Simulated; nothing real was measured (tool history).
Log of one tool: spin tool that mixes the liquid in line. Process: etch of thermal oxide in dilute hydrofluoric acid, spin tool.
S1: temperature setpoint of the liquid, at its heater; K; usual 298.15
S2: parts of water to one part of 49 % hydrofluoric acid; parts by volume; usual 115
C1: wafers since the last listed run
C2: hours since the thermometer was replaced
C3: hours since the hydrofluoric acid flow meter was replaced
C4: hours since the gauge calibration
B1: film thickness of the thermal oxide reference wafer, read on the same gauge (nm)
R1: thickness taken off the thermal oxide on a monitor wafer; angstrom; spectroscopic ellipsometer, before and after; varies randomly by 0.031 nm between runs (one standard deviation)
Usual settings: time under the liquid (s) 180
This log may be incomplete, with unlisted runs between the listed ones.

Run 1, hour 0.0: usual settings but time under the liquid (s) 265; C1 0; C2 215.1; C3 892.9; C4 1656.4; B1 59.99. Result: R1 115.9 angstrom.
Run 2, hour 92.6: usual settings but time under the liquid (s) 265; C1 896; C2 307.7; C3 985.5; C4 1749.0; B1 59.99. Result: R1 115.8 angstrom.
Run 3, hour 175.5: usual settings; C1 802; C2 390.6; C3 1068.4; C4 1831.9; B1 60.04. Result: R1 78.7 angstrom.
Run 4, hour 213.1: usual settings; C1 363; C2 428.2; C3 1106.0; C4 1869.5; B1 59.97. Result: R1 78.8 angstrom.
Run 5, hour 301.1: usual settings; C1 851; C2 516.2; C3 1194.0; C4 1957.5; B1 59.97. Result: R1 78.6 angstrom.
At hour 350.0: thermometer replaced.
Run 6, hour 368.5: usual settings; C1 642; C2 18.5; C3 1261.4; C4 2024.9; B1 59.98. Result: R1 78.4 angstrom.
Run 7, hour 440.2: usual settings; C1 693; C2 90.2; C3 1333.1; C4 2096.6; B1 59.99. Result: R1 78.7 angstrom.
Run 8, hour 517.1: usual settings; C1 744; C2 167.1; C3 1410.0; C4 2173.5; B1 59.97. Result: R1 78.3 angstrom.
Run 9, hour 561.8: usual settings but S2 80 parts by volume; C1 432; C2 211.8; C3 1454.7; C4 2218.2; B1 59.94. Result: R1 118.3 angstrom.
Run 10, hour 653.6: usual settings but S2 80 parts by volume; C1 888; C2 303.6; C3 1546.5; C4 2310.0; B1 59.95. Result: R1 117.6 angstrom.
At hour 684.3: gauge calibrated.
Run 11, hour 749.9: usual settings but S2 80 parts by volume; C1 932; C2 399.9; C3 1642.8; C4 65.6; B1 60.03. Result: R1 117.3 angstrom.
Run 12, hour 824.9: usual settings; C1 725; C2 474.9; C3 1717.8; C4 140.6; B1 60.03. Result: R1 78.6 angstrom.
At hour 855.9: hydrofluoric acid flow meter replaced.
Run 13, hour 901.5: usual settings; C1 731; C2 551.5; C3 45.6; C4 217.2; B1 60.02. Result: R1 78.3 angstrom.
At hour 919.5: thermometer replaced.
Run 14, hour 988.7: usual settings; C1 834; C2 69.2; C3 132.8; C4 304.4; B1 59.94. Result: R1 78.6 angstrom.
Run 15, hour 1068.3: usual settings; C1 770; C2 148.8; C3 212.4; C4 384.0; B1 60.07. Result: R1 78.4 angstrom.
Run 16, hour 1164.8: usual settings; C1 933; C2 245.3; C3 308.9; C4 480.5; B1 60.02. Result: R1 78.7 angstrom.
Run 17, hour 1230.9: usual settings but S2 165 parts by volume; C1 639; C2 311.4; C3 375.0; C4 546.6; B1 60.01. Result: R1 51.6 angstrom.
Run 18, hour 1297.8: usual settings but time under the liquid (s) 140; C1 647; C2 378.3; C3 441.9; C4 613.5; B1 59.94. Result: R1 61.0 angstrom.
Run 19, hour 1339.7: usual settings but S1 300.15 K, S2 160 parts by volume; C1 405; C2 420.2; C3 483.8; C4 655.4; B1 60.04. Result: R1 57.4 angstrom.
Run 20, hour 1423.1: usual settings but S1 294.15 K, S2 170 parts by volume, time under the liquid (s) 255; C1 807; C2 503.6; C3 567.2; C4 738.8; B1 59.97. Result: R1 60.6 angstrom.
Run 21, hour 1498.6: usual settings; C1 730; C2 579.1; C3 642.7; C4 814.3; B1 60.03. Result: R1 78.7 angstrom.
At hour 1585.7: thermometer replaced.
Run 22, hour 1599.4: usual settings; C1 965; C2 13.7; C3 743.5; C4 915.1; B1 59.98. Result: R1 78.7 angstrom.
Run 23, hour 1697.5: usual settings; C1 949; C2 111.8; C3 841.6; C4 1013.2; B1 60.02. Result: R1 78.3 angstrom.
Run 24, hour 1793.3: usual settings but time under the liquid (s) 115; C1 927; C2 207.6; C3 937.4; C4 1109.0; B1 60.01. Result: R1 50.0 angstrom.
Run 25, hour 1883.0: usual settings but time under the liquid (s) 145; C1 868; C2 297.3; C3 1027.1; C4 1198.7; B1 59.98. Result: R1 63.2 angstrom.
Run 26, hour 1966.0: usual settings; C1 803; C2 380.3; C3 1110.1; C4 1281.7; B1 60.02. Result: R1 78.9 angstrom.
Run 27, hour 2034.7: usual settings but S1 296.15 K; C1 664; C2 449.0; C3 1178.8; C4 1350.4; B1 60.03. Result: R1 72.7 angstrom.
Run 28, hour 2109.2: usual settings but S1 301.65 K, S2 135 parts by volume; C1 721; C2 523.5; C3 1253.3; C4 1424.9; B1 60.06. Result: R1 74.4 angstrom.
Run 29, hour 2179.9: usual settings but S1 301.65 K, time under the liquid (s) 140; C1 684; C2 594.2; C3 1324.0; C4 1495.6; B1 60.03. Result: R1 69.8 angstrom.
At hour 2203.9: thermometer replaced.
Run 30, hour 2254.6: usual settings but S1 300.15 K, S2 75 parts by volume, time under the liquid (s) 145; C1 713; C2 50.7; C3 1398.7; C4 1570.3; B1 60.01. Result: R1 110.1 angstrom.
Run 31, hour 2353.9: usual settings; C1 961; C2 150.0; C3 1498.0; C4 1669.6; B1 60.03. Result: R1 78.7 angstrom.
Run 32, hour 2448.6: usual settings but time under the liquid (s) 95; C1 916; C2 244.7; C3 1592.7; C4 1764.3; B1 60.00. Result: R1 41.5 angstrom.
Run 33, hour 2510.0: usual settings; C1 594; C2 306.1; C3 1654.1; C4 1825.7; B1 59.97. Result: R1 78.8 angstrom.
Run 34, hour 2570.3: usual settings but S1 296.65 K, time under the liquid (s) 90; C1 583; C2 366.4; C3 1714.4; C4 1886.0; B1 59.98. Result: R1 37.1 angstrom.

4 ways to go on from here, each from the tool as it stands after run 34. What would each give?
Run A, hour 2570.8: usual settings; C1 4; C2 366.9; C3 1714.9; C4 1886.5; B1 ?. Result: R1 ?.
Run B, hour 2570.8: usual settings but S2 170 parts by volume, time under the liquid (s) 280; C1 4; C2 366.9; C3 1714.9; C4 1886.5; B1 ?. Result: R1 ?.
Run C, hour 2570.8: usual settings but S1 293.15 K, S2 165 parts by volume, time under the liquid (s) 250; C1 4; C2 366.9; C3 1714.9; C4 1886.5; B1 ?. Result: R1 ?.
Run D, hour 2570.8: usual settings but S1 293.65 K, S2 85 parts by volume; C1 4; C2 366.9; C3 1714.9; C4 1886.5; B1 ?. Result: R1 ?.

run     B1    R1
  A  60.01  78.3
  B  60.01  77.2
  C  60.01  58.9
  D  60.01  91.6
With no hidden state in the tool, these same runs would have given:
run    R1
  A  78.3
  B  77.2
  C  58.9
  D  91.6
